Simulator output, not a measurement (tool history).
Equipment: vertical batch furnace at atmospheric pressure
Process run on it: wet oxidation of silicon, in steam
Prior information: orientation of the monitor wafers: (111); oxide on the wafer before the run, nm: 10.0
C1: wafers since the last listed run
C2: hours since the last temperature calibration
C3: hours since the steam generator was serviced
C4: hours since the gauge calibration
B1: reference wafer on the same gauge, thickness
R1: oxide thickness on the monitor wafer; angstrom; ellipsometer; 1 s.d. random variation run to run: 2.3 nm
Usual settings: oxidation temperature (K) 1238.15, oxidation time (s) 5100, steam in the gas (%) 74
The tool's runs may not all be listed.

run 1 day=0 | oxidation_temperature_(K)=1238.15 oxidation_time_(s)=5100 steam_in_the_gas_(%)=68 | C1=0 C2=3881.9 C3=3760.6 C4=204.4 | B1=451.42 | R1=3803.6
run 2 day=0.783 | oxidation_temperature_(K)=1238.15 oxidation_time_(s)=5100 steam_in_the_gas_(%)=68 | C1=168 C2=3900.7 C3=3779.4 C4=223.2 | B1=450.43 | R1=3810.6
run 3 day=4.4 | oxidation_temperature_(K)=1238.15 oxidation_time_(s)=5100 steam_in_the_gas_(%)=74 | C1=778 C2=3987.5 C3=3866.2 C4=310 | B1=450.09 | R1=4003.9
run 4 day=5.204 | oxidation_temperature_(K)=1238.15 oxidation_time_(s)=5100 steam_in_the_gas_(%)=74 | C1=173 C2=4006.8 C3=3885.5 C4=329.3 | B1=451.7 | R1=3995.7
run 5 day=6.65 | oxidation_temperature_(K)=1238.15 oxidation_time_(s)=5100 steam_in_the_gas_(%)=74 | C1=311 C2=4041.5 C3=3920.2 C4=364 | B1=451.3 | R1=4040.8
run 6 day=7.729 | oxidation_temperature_(K)=1238.15 oxidation_time_(s)=5100 steam_in_the_gas_(%)=74 | C1=232 C2=4067.4 C3=3946.1 C4=389.9 | B1=450.84 | R1=4057.2
run 7 day=8.412 | oxidation_temperature_(K)=1238.15 oxidation_time_(s)=5100 steam_in_the_gas_(%)=74 | C1=147 C2=4083.8 C3=3962.5 C4=406.3 | B1=451.22 | R1=4038.6
run 8 day=9.121 | oxidation_temperature_(K)=1238.15 oxidation_time_(s)=5100 steam_in_the_gas_(%)=74 | C1=152 C2=4100.8 C3=3979.5 C4=423.3 | B1=451.44 | R1=4019.1
run 9 day=10.525 | oxidation_temperature_(K)=1238.15 oxidation_time_(s)=5100 steam_in_the_gas_(%)=74 | C1=302 C2=4134.5 C3=4013.2 C4=457 | B1=451.71 | R1=4032.1
run 10 day=11.892 | oxidation_temperature_(K)=1238.15 oxidation_time_(s)=5100 steam_in_the_gas_(%)=74 | C1=294 C2=4167.3 C3=4046 C4=489.8 | B1=450.78 | R1=3998
run 11 day=13.217 | oxidation_temperature_(K)=1238.15 oxidation_time_(s)=5100 steam_in_the_gas_(%)=74 | C1=285 C2=4199.1 C3=4077.8 C4=521.6 | B1=450.71 | R1=4023.6
-- day=13.438 gauge calibrated
run 12 day=13.975 | oxidation_temperature_(K)=1238.15 oxidation_time_(s)=5100 steam_in_the_gas_(%)=74 | C1=163 C2=4217.3 C3=4096 C4=12.9 | B1=450.41 | R1=4045.7
run 13 day=15.283 | oxidation_temperature_(K)=1238.15 oxidation_time_(s)=5100 steam_in_the_gas_(%)=74 | C1=281 C2=4248.7 C3=4127.4 C4=44.3 | B1=451.81 | R1=3996.6
run 14 day=16.121 | oxidation_temperature_(K)=1238.15 oxidation_time_(s)=4560 steam_in_the_gas_(%)=74 | C1=180 C2=4268.8 C3=4147.5 C4=64.4 | B1=451.33 | R1=3766.2
-- day=17.992 thermocouples replaced and temperature profile calibrated
run 15 day=18.012 | oxidation_temperature_(K)=1261.15 oxidation_time_(s)=5940 steam_in_the_gas_(%)=66 | C1=191 C2=0.5 C3=4192.9 C4=109.8 | B1=451.08 | R1=4737.8
run 16 day=18.775 | oxidation_temperature_(K)=1228.15 oxidation_time_(s)=6180 steam_in_the_gas_(%)=67 | C1=164 C2=18.8 C3=4211.2 C4=128.1 | B1=450.87 | R1=3971.5
-- day=21.025 steam generator serviced
run 17 day=21.046 | oxidation_temperature_(K)=1226.15 oxidation_time_(s)=6990 steam_in_the_gas_(%)=80 | C1=273 C2=73.3 C3=0.5 C4=182.6 | B1=450.88 | R1=4791.5
run 18 day=21.283 | oxidation_temperature_(K)=1238.15 oxidation_time_(s)=5100 steam_in_the_gas_(%)=74 | C1=51 C2=79 C3=6.2 C4=188.3 | B1=451.46 | R1=4041.2
run 19 day=22.033 | oxidation_temperature_(K)=1238.15 oxidation_time_(s)=2940 steam_in_the_gas_(%)=74 | C1=161 C2=97 C3=24.2 C4=206.3 | B1=450.95 | R1=2764.4
run 20 day=23.138 | oxidation_temperature_(K)=1238.15 oxidation_time_(s)=5100 steam_in_the_gas_(%)=65 | C1=237 C2=123.5 C3=50.7 C4=232.8 | B1=451.05 | R1=3678
run 21 day=24.904 | oxidation_temperature_(K)=1238.15 oxidation_time_(s)=7560 steam_in_the_gas_(%)=69 | C1=380 C2=165.9 C3=93.1 C4=275.2 | B1=451.44 | R1=4941.7
run 22 day=26.308 | oxidation_temperature_(K)=1214.15 oxidation_time_(s)=5100 steam_in_the_gas_(%)=74 | C1=302 C2=199.6 C3=126.8 C4=308.9 | B1=451.5 | R1=3403.5
run 23 day=27.446 | oxidation_temperature_(K)=1259.15 oxidation_time_(s)=5100 steam_in_the_gas_(%)=74 | C1=244 C2=226.9 C3=154.1 C4=336.2 | B1=451.01 | R1=4561.8
run 24 day=28.342 | oxidation_temperature_(K)=1261.15 oxidation_time_(s)=5940 steam_in_the_gas_(%)=66 | C1=192 C2=248.4 C3=175.6 C4=357.7 | B1=450.81 | R1=4721.2
run 25 day=32.233 | oxidation_temperature_(K)=1229.15 oxidation_time_(s)=3690 steam_in_the_gas_(%)=71 | C1=837 C2=341.8 C3=269 C4=451.1 | B1=451.28 | R1=2961.2
run 26 day=33.575 | oxidation_temperature_(K)=1238.15 oxidation_time_(s)=5100 steam_in_the_gas_(%)=74 | C1=288 C2=374 C3=301.2 C4=483.3 | B1=451.01 | R1=3976.4
run 27 day=34.133 | oxidation_temperature_(K)=1232.15 oxidation_time_(s)=6060 steam_in_the_gas_(%)=86 | C1=120 C2=387.4 C3=314.6 C4=496.7 | B1=451.17 | R1=4769.7
-- day=34.671 gauge calibrated
run 28 day=35.062 | oxidation_temperature_(K)=1238.15 oxidation_time_(s)=6630 steam_in_the_gas_(%)=74 | C1=200 C2=409.7 C3=336.9 C4=9.4 | B1=450.88 | R1=4739.6
run 29 day=36.279 | oxidation_temperature_(K)=1249.15 oxidation_time_(s)=7260 steam_in_the_gas_(%)=78 | C1=261 C2=438.9 C3=366.1 C4=38.6 | B1=450.44 | R1=5579.5

Hidden state, per run?
true tube temperature minus thermocouple reading, K: 0 across all the runs
steam share off its setpoint, % of the setpoint: 0 across all the runs
gauge reads high (%): 0 across all the runs
